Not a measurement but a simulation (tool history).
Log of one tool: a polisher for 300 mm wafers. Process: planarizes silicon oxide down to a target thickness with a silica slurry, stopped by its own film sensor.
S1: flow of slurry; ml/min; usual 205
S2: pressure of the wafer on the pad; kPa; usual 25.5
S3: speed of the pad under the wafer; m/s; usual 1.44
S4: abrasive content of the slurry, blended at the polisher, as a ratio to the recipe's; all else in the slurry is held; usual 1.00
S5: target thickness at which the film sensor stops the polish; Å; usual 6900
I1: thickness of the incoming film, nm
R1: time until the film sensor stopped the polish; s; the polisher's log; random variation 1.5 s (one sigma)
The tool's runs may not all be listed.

{"run": 1, "hour": 0.0, "S1": 205, "S2": 25.5, "S3": 1.08, "S4": 1.0, "S5": 6620, "I1": 1016.1, "R1": 125.0}
{"run": 2, "hour": 58.5, "S1": 205, "S2": 25.5, "S3": 1.44, "S4": 1.0, "S5": 6900, "I1": 993.1, "R1": 87.0}
{"run": 3, "hour": 119.1, "S1": 205, "S2": 25.5, "S3": 1.44, "S4": 1.0, "S5": 6900, "I1": 1003.3, "R1": 92.5}
{"hour": 150.9, "done": "worn pad replaced by a new one"}
{"run": 4, "hour": 170.2, "S1": 205, "S2": 25.5, "S3": 1.44, "S4": 1.0, "S5": 6900, "I1": 996.1, "R1": 91.8}
{"run": 5, "hour": 238.1, "S1": 205, "S2": 25.5, "S3": 1.44, "S4": 1.0, "S5": 6900, "I1": 1013.0, "R1": 95.1}
{"hour": 242.0, "done": "slurry nozzle cleaned"}
{"hour": 260.8, "done": "slurry blender recalibrated"}
{"run": 6, "hour": 275.4, "S1": 205, "S2": 25.5, "S3": 1.44, "S4": 1.0, "S5": 6900, "I1": 1010.6, "R1": 95.0}
{"hour": 302.7, "done": "conditioning disc replaced and pad reconditioned"}
{"run": 7, "hour": 327.4, "S1": 205, "S2": 25.5, "S3": 1.44, "S4": 1.0, "S5": 6900, "I1": 1007.1, "R1": 86.1}
{"run": 8, "hour": 371.1, "S1": 205, "S2": 25.5, "S3": 1.44, "S4": 1.0, "S5": 6900, "I1": 1026.7, "R1": 93.0}
{"run": 9, "hour": 436.1, "S1": 205, "S2": 25.5, "S3": 1.44, "S4": 1.0, "S5": 6900, "I1": 1006.9, "R1": 89.4}
{"hour": 460.6, "done": "worn pad replaced by a new one"}
{"run": 10, "hour": 461.1, "S1": 205, "S2": 25.5, "S3": 1.44, "S4": 1.0, "S5": 6900, "I1": 1005.5, "R1": 90.1}
{"run": 11, "hour": 521.4, "S1": 205, "S2": 25.5, "S3": 1.44, "S4": 1.0, "S5": 6900, "I1": 1022.0, "R1": 93.1}
{"hour": 533.2, "done": "slurry blender recalibrated"}
{"run": 12, "hour": 586.9, "S1": 155, "S2": 25.5, "S3": 1.64, "S4": 1.3, "S5": 6330, "I1": 1024.7, "R1": 96.3}
{"run": 13, "hour": 654.5, "S1": 160, "S2": 25.5, "S3": 1.44, "S4": 1.0, "S5": 7340, "I1": 1017.7, "R1": 85.2}
{"hour": 708.0, "done": "head pressure recalibrated"}
{"run": 14, "hour": 725.1, "S1": 205, "S2": 25.5, "S3": 1.44, "S4": 1.0, "S5": 6900, "I1": 1005.9, "R1": 95.2}
{"hour": 734.3, "done": "worn pad replaced by a new one"}
{"run": 15, "hour": 751.4, "S1": 205, "S2": 25.5, "S3": 1.44, "S4": 1.0, "S5": 6900, "I1": 1011.3, "R1": 95.7}
{"run": 16, "hour": 811.2, "S1": 205, "S2": 25.5, "S3": 1.44, "S4": 1.0, "S5": 6900, "I1": 1019.7, "R1": 102.7}
{"hour": 824.0, "done": "slurry blender recalibrated"}
{"hour": 826.0, "done": "slurry nozzle cleaned"}
{"hour": 836.0, "done": "conditioning disc replaced and pad reconditioned"}
{"run": 17, "hour": 872.6, "S1": 205, "S2": 29.0, "S3": 0.94, "S4": 1.25, "S5": 5900, "I1": 1022.0, "R1": 136.1}
{"run": 18, "hour": 921.2, "S1": 205, "S2": 25.5, "S3": 1.44, "S4": 1.0, "S5": 7980, "I1": 994.2, "R1": 53.1}
{"run": 19, "hour": 978.2, "S1": 160, "S2": 25.5, "S3": 1.02, "S4": 1.0, "S5": 6900, "I1": 1026.9, "R1": 126.8}
{"run": 20, "hour": 1027.9, "S1": 260, "S2": 17.2, "S3": 1.44, "S4": 1.0, "S5": 6900, "I1": 998.4, "R1": 125.0}
{"hour": 1049.3, "done": "worn pad replaced by a new one"}
{"run": 21, "hour": 1071.9, "S1": 205, "S2": 25.5, "S3": 1.44, "S4": 0.7, "S5": 6900, "I1": 1011.2, "R1": 105.1}
{"hour": 1090.7, "done": "slurry blender recalibrated"}
{"run": 22, "hour": 1107.2, "S1": 205, "S2": 25.5, "S3": 1.82, "S4": 1.15, "S5": 6900, "I1": 999.1, "R1": 70.7}
{"run": 23, "hour": 1146.4, "S1": 205, "S2": 17.2, "S3": 1.44, "S4": 1.0, "S5": 6290, "I1": 1013.2, "R1": 159.2}
{"run": 24, "hour": 1172.0, "S1": 205, "S2": 25.5, "S3": 1.44, "S4": 1.0, "S5": 6900, "I1": 1028.7, "R1": 99.0}
{"run": 25, "hour": 1222.2, "S1": 155, "S2": 25.5, "S3": 1.44, "S4": 1.0, "S5": 6900, "I1": 1031.3, "R1": 104.1}

Measured less the same run without the tool's hidden state. The same run-to-run variation is in both; the gauge's scatter may not be:
The hidden state here: removal rate lost through wear of the pad, %; slurry flow missing at the pad, %; deviation of the head's pressure from its setpoint, %; abrasive missing from the slurry, %; time polished since the conditioner stopped cutting, s.
run=1 R1=+6.0
run=2 R1=+6.3
run=3 R1=+7.6
run=4 R1=+8.4
run=5 R1=+9.7
run=6 R1=+10.2
run=7 R1=+1.3
run=8 R1=+2.3
run=9 R1=+3.3
run=10 R1=+3.9
run=11 R1=+5.0
run=12 R1=+7.1
run=13 R1=+6.6
run=14 R1=+8.5
run=15 R1=+8.9
run=16 R1=+10.6
run=17 R1=+0.8
run=18 R1=+1.0
run=19 R1=+2.8
run=20 R1=+3.6
run=21 R1=+5.1
run=22 R1=+4.8
run=23 R1=+7.1
run=24 R1=+6.6
run=25 R1=+7.9
